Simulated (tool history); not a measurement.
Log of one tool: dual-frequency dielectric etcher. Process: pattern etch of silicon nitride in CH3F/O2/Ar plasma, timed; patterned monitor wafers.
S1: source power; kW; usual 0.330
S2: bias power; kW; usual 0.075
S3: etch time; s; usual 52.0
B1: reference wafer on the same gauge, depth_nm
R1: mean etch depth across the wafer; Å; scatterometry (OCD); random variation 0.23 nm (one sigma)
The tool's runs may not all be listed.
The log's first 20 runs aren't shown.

run,hour,S1,S2,S3,B1,R1
21,1081.3,0.270,0.057,58.0,27.46,325.7
22,1113.2,0.350,0.075,52.0,27.39,344.7
23,1166.2,0.330,0.093,60.0,27.52,426.6
24,1215.9,0.330,0.075,60.0,27.48,393.1
25,1251.1,0.330,0.075,59.0,27.51,384.3
26,1279.7,0.290,0.067,66.5,27.54,402.9
27,1320.2,0.270,0.084,37.0,27.50,238.6
28,1358.2,0.330,0.075,52.0,27.50,340.1
# hour 1435.7: wet clean of the chamber
29,1436.2,0.330,0.075,39.5,27.51,255.8
30,1533.3,0.330,0.086,52.0,27.62,356.5
31,1563.7,0.330,0.075,52.0,27.46,339.2

Forecast each of these 3 alternatives for the next run:
A,1564.1,0.330,0.075,52.0,?,?
B,1564.1,0.330,0.082,52.0,?,?
C,1564.1,0.330,0.066,52.0,?,?

run,B1,R1
A,27.42,344.1
B,27.42,355.0
C,27.42,329.4
Without the tool's hidden state the same runs would have given:
run,R1
A,344.1
B,355.0
C,329.4

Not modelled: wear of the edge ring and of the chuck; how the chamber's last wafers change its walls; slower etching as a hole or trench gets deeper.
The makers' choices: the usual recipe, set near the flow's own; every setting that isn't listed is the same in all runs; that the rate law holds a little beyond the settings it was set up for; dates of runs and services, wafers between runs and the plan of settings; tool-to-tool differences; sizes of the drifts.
